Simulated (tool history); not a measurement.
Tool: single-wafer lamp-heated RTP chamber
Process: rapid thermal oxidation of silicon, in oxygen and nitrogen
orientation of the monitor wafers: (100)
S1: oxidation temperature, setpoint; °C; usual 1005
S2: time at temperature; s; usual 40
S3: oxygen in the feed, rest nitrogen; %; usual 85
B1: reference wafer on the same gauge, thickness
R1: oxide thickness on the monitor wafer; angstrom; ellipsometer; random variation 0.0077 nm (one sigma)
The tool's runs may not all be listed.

run   hour    S1  S2  S3     B1     R1
  1    0.0  1005  40  85  5.630  52.13
  2   12.2  1005  40  85  5.630  52.05
  3   18.7  1015  40  85  5.629  55.75
  4   28.2  1015  40  85  5.631  55.82
  5   36.0  1015  40  85  5.630  55.82
  6   51.2  1027  36  85  5.631  58.19
  7   65.0  1027  36  85  5.630  58.33
  8   77.7  1005  40  73  5.630  49.50
  9   89.8  1005  40  85  5.630  52.13
 10  104.5   985  40  85  5.632  45.36
 11  119.9   985  40  85  5.631  45.36
     140.8  -- gauge calibrated
 12  162.8   985  40  85  5.630  45.46
 13  178.2  1005  40  85  5.630  52.27
 14  186.1  1015  40  85  5.631  56.05
 15  194.0  1005  53  85  5.630  59.02
 16  208.3  1005  23  61  5.630  37.78
 17  218.1  1024  31  56  5.631  46.67
     235.6  -- pyrometer window cleaned and pyrometer calibrated
     242.2  -- oxygen flow controller replaced
 18  242.7   991  40  85  5.630  46.25
 19  248.4  1005  49  61  5.629  49.94
 20  256.2  1005  40  85  5.632  50.99
 21  267.7  1005  49  98  5.630  58.73
 22  277.9  1005  40  85  5.629  51.17
 23  288.9   990  40  85  5.631  46.02
 24  305.2   979  55  77  5.629  47.17

5 ways to go on from here, each from the tool as it stands after run 24. What would each give?
  A  305.7  1005  40  85   ?   ?
  B  305.7   995  47  98   ?   ?
  C  305.7  1026  23  98   ?   ?
  D  305.7   992  23  98   ?   ?
  E  305.7  1023  51  71   ?   ?

run     B1     R1
  A  5.630  51.24
  B  5.630  53.63
  C  5.630  49.46
  D  5.630  39.31
  E  5.630  60.69
Without the tool's hidden state the same runs would have given:
run     R1
  A  51.13
  B  53.51
  C  49.36
  D  39.24
  E  60.56
